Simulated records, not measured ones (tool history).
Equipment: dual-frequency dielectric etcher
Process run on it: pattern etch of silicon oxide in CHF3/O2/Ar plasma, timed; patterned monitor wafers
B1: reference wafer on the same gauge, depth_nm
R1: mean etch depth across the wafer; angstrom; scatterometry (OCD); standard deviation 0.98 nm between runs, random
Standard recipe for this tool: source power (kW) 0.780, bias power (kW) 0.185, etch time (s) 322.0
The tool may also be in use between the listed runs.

run 1 hour=0.0 | source_power_(kW)=0.850 bias_power_(kW)=0.185 etch_time_(s)=322.0 | B1=753.0 | R1=6806
run 2 hour=29.0 | source_power_(kW)=0.780 bias_power_(kW)=0.185 etch_time_(s)=322.0 | B1=753.1 | R1=6511
run 3 hour=51.2 | source_power_(kW)=0.780 bias_power_(kW)=0.185 etch_time_(s)=322.0 | B1=753.1 | R1=6502
run 4 hour=63.4 | source_power_(kW)=0.780 bias_power_(kW)=0.185 etch_time_(s)=322.0 | B1=752.9 | R1=6486
-- hour=65.0 gauge calibrated
-- hour=95.2 wet clean of the chamber
run 5 hour=95.7 | source_power_(kW)=0.780 bias_power_(kW)=0.185 etch_time_(s)=322.0 | B1=753.0 | R1=6608
run 6 hour=118.4 | source_power_(kW)=0.780 bias_power_(kW)=0.185 etch_time_(s)=322.0 | B1=752.9 | R1=6624
run 7 hour=132.0 | source_power_(kW)=0.930 bias_power_(kW)=0.197 etch_time_(s)=322.0 | B1=752.9 | R1=7379
run 8 hour=146.9 | source_power_(kW)=0.780 bias_power_(kW)=0.185 etch_time_(s)=245.5 | B1=753.1 | R1=5032
run 9 hour=167.3 | source_power_(kW)=0.780 bias_power_(kW)=0.185 etch_time_(s)=245.5 | B1=753.2 | R1=5024
-- hour=208.8 upper electrode replaced
-- hour=210.5 bias power generator calibrated
run 10 hour=211.0 | source_power_(kW)=0.780 bias_power_(kW)=0.185 etch_time_(s)=322.0 | B1=752.7 | R1=6485
run 11 hour=212.9 | source_power_(kW)=0.780 bias_power_(kW)=0.185 etch_time_(s)=322.0 | B1=752.8 | R1=6480
run 12 hour=244.2 | source_power_(kW)=0.780 bias_power_(kW)=0.185 etch_time_(s)=322.0 | B1=753.0 | R1=6477
run 13 hour=267.7 | source_power_(kW)=0.780 bias_power_(kW)=0.185 etch_time_(s)=322.0 | B1=752.7 | R1=6474
-- hour=273.6 source power generator calibrated
run 14 hour=289.2 | source_power_(kW)=0.640 bias_power_(kW)=0.185 etch_time_(s)=271.0 | B1=752.8 | R1=4927
run 15 hour=320.2 | source_power_(kW)=0.780 bias_power_(kW)=0.185 etch_time_(s)=322.0 | B1=753.0 | R1=6462
run 16 hour=345.6 | source_power_(kW)=0.780 bias_power_(kW)=0.185 etch_time_(s)=322.0 | B1=753.0 | R1=6436
run 17 hour=371.5 | source_power_(kW)=0.780 bias_power_(kW)=0.213 etch_time_(s)=322.0 | B1=753.0 | R1=6841
run 18 hour=405.7 | source_power_(kW)=0.590 bias_power_(kW)=0.201 etch_time_(s)=348.0 | B1=752.9 | R1=6270
run 19 hour=421.7 | source_power_(kW)=0.780 bias_power_(kW)=0.185 etch_time_(s)=322.0 | B1=752.8 | R1=6420
-- hour=483.7 wet clean of the chamber
run 20 hour=484.2 | source_power_(kW)=0.830 bias_power_(kW)=0.167 etch_time_(s)=353.5 | B1=752.9 | R1=7112
-- hour=485.4 gauge calibrated
run 21 hour=494.5 | source_power_(kW)=0.780 bias_power_(kW)=0.185 etch_time_(s)=251.0 | B1=753.0 | R1=5109
run 22 hour=528.3 | source_power_(kW)=0.780 bias_power_(kW)=0.217 etch_time_(s)=296.0 | B1=753.0 | R1=6414
run 23 hour=555.0 | source_power_(kW)=0.710 bias_power_(kW)=0.159 etch_time_(s)=322.0 | B1=753.3 | R1=5870
run 24 hour=587.9 | source_power_(kW)=0.780 bias_power_(kW)=0.153 etch_time_(s)=384.5 | B1=752.9 | R1=7216
run 25 hour=604.3 | source_power_(kW)=0.780 bias_power_(kW)=0.185 etch_time_(s)=322.0 | B1=753.1 | R1=6528
run 26 hour=617.6 | source_power_(kW)=0.840 bias_power_(kW)=0.185 etch_time_(s)=322.0 | B1=752.8 | R1=6769
run 27 hour=634.6 | source_power_(kW)=0.690 bias_power_(kW)=0.205 etch_time_(s)=322.0 | B1=753.1 | R1=6409

5 ways to go on from here, each from the tool as it stands after run 27. What would each give?
run A hour=635.1 | source_power_(kW)=0.590 bias_power_(kW)=0.185 etch_time_(s)=322.0 | B1=? | R1=?
run B hour=635.1 | source_power_(kW)=0.930 bias_power_(kW)=0.205 etch_time_(s)=347.5 | B1=? | R1=?
run C hour=635.1 | source_power_(kW)=0.780 bias_power_(kW)=0.151 etch_time_(s)=322.0 | B1=? | R1=?
run D hour=635.1 | source_power_(kW)=0.690 bias_power_(kW)=0.185 etch_time_(s)=322.0 | B1=? | R1=?
run E hour=635.1 | source_power_(kW)=0.780 bias_power_(kW)=0.146 etch_time_(s)=249.5 | B1=? | R1=?

run=A B1=753.0 R1=5678
run=B B1=753.0 R1=7963
run=C B1=753.0 R1=5988
run=D B1=753.0 R1=6141
run=E B1=753.0 R1=4575
Without the tool's unlogged condition, the same runs would have read:
run=A R1=5684
run=B R1=7972
run=C R1=5996
run=D R1=6148
run=E R1=4582
